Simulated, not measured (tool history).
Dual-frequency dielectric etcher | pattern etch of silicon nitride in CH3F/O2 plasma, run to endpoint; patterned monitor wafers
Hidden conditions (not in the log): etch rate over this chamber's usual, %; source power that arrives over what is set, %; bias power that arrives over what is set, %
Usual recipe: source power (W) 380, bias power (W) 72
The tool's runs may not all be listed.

| run | day | source power (W) | bias power (W) | wafers since the last listed run | hours since the last wet clean | hours since the last source power generator calibration | hours since the last bias power generator calibration | hours since the last upper electrode change | incoming incoming film thickness, nm | endpoint time (s) |
|---|---|---|---|---|---|---|---|---|---|---|
| 1 | 0.000 | 330 | 72 | 0 | 402.4 | 4879.8 | 1296.5 | 5780.4 | 95.2 | 121.9 |
| 2 | 0.646 | 330 | 72 | 92 | 417.9 | 4895.3 | 1312.0 | 5795.9 | 95.8 | 121.8 |
| 3 | 1.100 | 330 | 72 | 64 | 428.8 | 4906.2 | 1322.9 | 5806.8 | 94.7 | 120.8 |
| 4 | 1.758 | 380 | 72 | 93 | 444.6 | 4922.0 | 1338.7 | 5822.6 | 94.8 | 116.9 |
| 5 | 2.279 | 380 | 72 | 74 | 457.1 | 4934.5 | 1351.2 | 5835.1 | 95.0 | 116.4 |
| 6 | 2.804 | 380 | 72 | 74 | 469.7 | 4947.1 | 1363.8 | 5847.7 | 95.3 | 117.3 |
| 7 | 3.525 | 380 | 72 | 102 | 487.0 | 4964.4 | 1381.1 | 5865.0 | 94.6 | 116.0 |
| 8 | 4.217 | 350 | 82 | 98 | 503.6 | 4981.0 | 1397.7 | 5881.6 | 94.6 | 115.0 |
| 9 | 4.738 | 350 | 82 | 74 | 516.1 | 4993.5 | 1410.2 | 5894.1 | 93.4 | 113.5 |
| 10 | 5.092 | 380 | 72 | 50 | 524.6 | 5002.0 | 1418.7 | 5902.6 | 95.2 | 117.4 |
| 11 | 5.488 | 300 | 72 | 56 | 534.1 | 5011.5 | 1428.2 | 5912.1 | 94.3 | 125.5 |
| 12 | 5.846 | 380 | 85 | 51 | 542.7 | 5020.1 | 1436.8 | 5920.7 | 94.0 | 112.2 |
| 13 | 6.175 | 450 | 55 | 46 | 550.6 | 5028.0 | 1444.7 | 5928.6 | 95.0 | 119.3 |
|  | 6.692 | source power generator calibrated |
| 14 | 6.892 | 380 | 72 | 78 | 567.8 | 4.8 | 1461.9 | 5945.8 | 94.4 | 117.1 |
|  | 7.967 | upper electrode replaced |
|  | 8.058 | bias power generator calibrated |
|  | 8.746 | wet clean of the chamber |
| 15 | 8.767 | 380 | 72 | 13 | 0.5 | 49.8 | 17.0 | 19.2 | 94.6 | 112.7 |
| 16 | 8.779 | 310 | 58 | 1 | 0.8 | 50.1 | 17.3 | 19.5 | 94.5 | 126.1 |
| 17 | 8.796 | 330 | 72 | 2 | 1.2 | 50.5 | 17.7 | 19.9 | 94.1 | 117.7 |
| 18 | 8.954 | 380 | 72 | 22 | 5.0 | 54.3 | 21.5 | 23.7 | 95.0 | 112.5 |
| 19 | 9.288 | 300 | 89 | 47 | 13.0 | 62.3 | 29.5 | 31.7 | 94.4 | 113.7 |
| 20 | 9.962 | 290 | 62 | 96 | 29.2 | 78.5 | 45.7 | 47.9 | 95.1 | 127.8 |
| 21 | 10.612 | 470 | 63 | 92 | 44.8 | 94.1 | 61.3 | 63.5 | 94.6 | 108.8 |
| 22 | 11.121 | 350 | 77 | 72 | 57.0 | 106.3 | 73.5 | 75.7 | 95.3 | 114.4 |

3 options for the next run, each taken on its own from the tool as it stands now. Forecast them:
| A | 11.142 | 380 | 79 | 2 | 57.5 | 106.8 | 74.0 | 76.2 | 95.5 | ? |
| B | 11.142 | 310 | 87 | 2 | 57.5 | 106.8 | 74.0 | 76.2 | 95.5 | ? |
| C | 11.142 | 470 | 72 | 2 | 57.5 | 106.8 | 74.0 | 76.2 | 95.5 | ? |

| run | endpoint time (s) |
|---|---|
| A | 110.9 |
| B | 114.9 |
| C | 106.1 |
Had the tool no hidden state, the same runs would have come out as:
| run | endpoint time (s) |
|---|---|
| A | 109.6 |
| B | 113.7 |
| C | 104.9 |
